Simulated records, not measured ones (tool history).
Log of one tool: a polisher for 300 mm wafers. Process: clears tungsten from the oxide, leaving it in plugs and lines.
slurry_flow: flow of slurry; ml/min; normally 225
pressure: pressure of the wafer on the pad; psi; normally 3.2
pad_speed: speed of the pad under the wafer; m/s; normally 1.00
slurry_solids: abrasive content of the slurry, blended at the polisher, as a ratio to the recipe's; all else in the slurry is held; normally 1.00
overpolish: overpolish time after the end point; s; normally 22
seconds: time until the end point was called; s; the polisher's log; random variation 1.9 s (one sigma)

| run | day | slurry_flow | pressure | pad_speed | slurry_solids | overpolish | wafers since the last listed run | wafers polished on this pad | hours since the slurry nozzle was cleaned | hours since the head pressure was calibrated | hours since the slurry blender was calibrated | hours since the slurry got fresh peroxide | incoming thickness of the incoming film, nm | seconds |
|---|---|---|---|---|---|---|---|---|---|---|---|---|---|---|
| 1 | 0.000 | 225 | 3.2 | 1.00 | 1.00 | 22 | 0 | 598 | 311.4 | 1090.3 | 223.7 | 38.0 | 540.5 | 121.6 |
| 2 | 0.408 | 225 | 3.2 | 1.00 | 1.00 | 22 | 56 | 654 | 321.2 | 1100.1 | 233.5 | 47.8 | 537.1 | 122.5 |
| 3 | 1.112 | 225 | 3.2 | 1.00 | 1.00 | 22 | 96 | 751 | 338.1 | 1117.0 | 250.4 | 64.7 | 541.0 | 126.8 |
|  | 1.200 | slurry tank refilled with fresh slurry and peroxide |
| 4 | 1.821 | 225 | 3.2 | 1.00 | 1.00 | 26 | 91 | 843 | 355.1 | 1134.0 | 267.4 | 14.9 | 535.6 | 122.3 |
| 5 | 2.479 | 225 | 3.2 | 1.00 | 1.20 | 22 | 90 | 933 | 370.9 | 1149.8 | 283.2 | 30.7 | 540.6 | 120.6 |
| 6 | 3.100 | 225 | 3.2 | 1.00 | 1.20 | 22 | 85 | 1018 | 385.8 | 1164.7 | 298.1 | 45.6 | 542.0 | 118.3 |
| 7 | 3.779 | 225 | 3.2 | 1.00 | 1.20 | 22 | 93 | 1111 | 402.1 | 1181.0 | 314.4 | 61.9 | 535.9 | 120.4 |
| 8 | 4.050 | 225 | 3.2 | 1.00 | 1.00 | 22 | 37 | 1148 | 408.6 | 1187.5 | 320.9 | 68.4 | 534.5 | 124.4 |
|  | 4.167 | slurry tank refilled with fresh slurry and peroxide |
|  | 4.358 | head pressure recalibrated |
| 9 | 4.638 | 225 | 3.2 | 1.00 | 1.00 | 22 | 63 | 1212 | 422.7 | 6.7 | 335.0 | 11.3 | 531.1 | 128.0 |
|  | 4.812 | slurry nozzle cleaned |
| 10 | 5.012 | 225 | 3.2 | 1.00 | 1.00 | 22 | 45 | 1258 | 4.8 | 15.7 | 344.0 | 20.3 | 539.5 | 129.3 |
| 11 | 5.342 | 225 | 3.2 | 1.00 | 1.00 | 22 | 45 | 1303 | 12.7 | 23.6 | 351.9 | 28.2 | 540.8 | 127.1 |
|  | 5.567 | worn pad replaced by a new one |
| 12 | 6.088 | 225 | 3.2 | 1.00 | 1.00 | 22 | 79 | 71 | 30.6 | 41.5 | 369.8 | 46.1 | 528.1 | 128.4 |
| 13 | 6.929 | 225 | 3.7 | 1.00 | 1.00 | 10 | 115 | 186 | 50.8 | 61.7 | 390.0 | 66.3 | 538.0 | 118.0 |
|  | 7.008 | slurry tank refilled with fresh slurry and peroxide |
| 14 | 7.438 | 225 | 3.2 | 1.00 | 1.00 | 22 | 64 | 250 | 63.0 | 73.9 | 402.2 | 10.3 | 539.5 | 135.1 |
|  | 7.988 | slurry blender recalibrated |
| 15 | 8.008 | 225 | 4.3 | 1.00 | 1.00 | 29 | 66 | 317 | 76.7 | 87.6 | 0.5 | 24.0 | 533.5 | 103.3 |
|  | 8.512 | worn pad replaced by a new one, repeated, since the last time left the tool worse |
| 16 | 8.608 | 250 | 2.7 | 0.86 | 1.15 | 22 | 59 | 13 | 91.1 | 102.0 | 14.9 | 38.4 | 542.5 | 149.8 |
| 17 | 8.912 | 225 | 2.7 | 1.00 | 1.00 | 22 | 41 | 54 | 98.4 | 109.3 | 22.2 | 45.7 | 542.6 | 141.9 |
| 18 | 9.404 | 165 | 3.2 | 1.00 | 1.00 | 11 | 67 | 122 | 110.2 | 121.1 | 34.0 | 57.5 | 547.8 | 126.7 |
| 19 | 9.750 | 225 | 3.2 | 0.70 | 1.25 | 31 | 47 | 169 | 118.5 | 129.4 | 42.3 | 65.8 | 538.2 | 150.2 |
|  | 9.883 | slurry tank refilled with fresh slurry and peroxide |
| 20 | 10.458 | 225 | 4.0 | 1.00 | 1.00 | 22 | 91 | 261 | 135.5 | 146.4 | 59.3 | 13.8 | 541.7 | 95.1 |
| 21 | 10.908 | 225 | 4.1 | 1.00 | 1.00 | 22 | 61 | 322 | 146.3 | 157.2 | 70.1 | 24.6 | 541.5 | 95.7 |
| 22 | 11.342 | 225 | 3.2 | 1.18 | 0.75 | 22 | 59 | 382 | 156.7 | 167.6 | 80.5 | 35.0 | 535.6 | 113.5 |
| 23 | 11.704 | 225 | 3.2 | 1.00 | 1.30 | 34 | 49 | 432 | 165.4 | 176.3 | 89.2 | 43.7 | 539.5 | 116.1 |
| 24 | 12.371 | 225 | 3.2 | 1.00 | 1.00 | 26 | 91 | 523 | 181.4 | 192.3 | 105.2 | 59.7 | 539.1 | 124.5 |
| 25 | 12.683 | 225 | 3.2 | 1.00 | 1.00 | 22 | 42 | 566 | 188.9 | 199.8 | 112.7 | 67.2 | 540.4 | 123.2 |
| 26 | 13.175 | 225 | 2.9 | 1.22 | 1.25 | 31 | 67 | 633 | 200.7 | 211.6 | 124.5 | 79.0 | 539.1 | 111.0 |
|  | 13.233 | slurry tank refilled with fresh slurry and peroxide |
| 27 | 13.771 | 225 | 3.2 | 0.86 | 1.00 | 14 | 76 | 709 | 215.0 | 225.9 | 138.8 | 12.9 | 540.3 | 140.1 |

Consider 3 possible next runs. They are alternatives, not a sequence: every one starts from the tool as it was left by run 27. What does each give?
| A | 13.792 | 225 | 3.2 | 1.00 | 1.00 | 22 | 2 | 712 | 215.5 | 226.4 | 139.3 | 13.4 | 543.8 | ? |
| B | 13.792 | 160 | 3.9 | 1.28 | 1.30 | 22 | 2 | 712 | 215.5 | 226.4 | 139.3 | 13.4 | 543.8 | ? |
| C | 13.792 | 285 | 3.2 | 1.00 | 1.00 | 22 | 2 | 712 | 215.5 | 226.4 | 139.3 | 13.4 | 543.8 | ? |

| run | seconds |
|---|---|
| A | 123.1 |
| B | 81.6 |
| C | 119.9 |
Take away the tool's hidden state, keep each run's random variation, and the runs would have read:
| run | seconds |
|---|---|
| A | 116.0 |
| B | 76.9 |
| C | 112.9 |

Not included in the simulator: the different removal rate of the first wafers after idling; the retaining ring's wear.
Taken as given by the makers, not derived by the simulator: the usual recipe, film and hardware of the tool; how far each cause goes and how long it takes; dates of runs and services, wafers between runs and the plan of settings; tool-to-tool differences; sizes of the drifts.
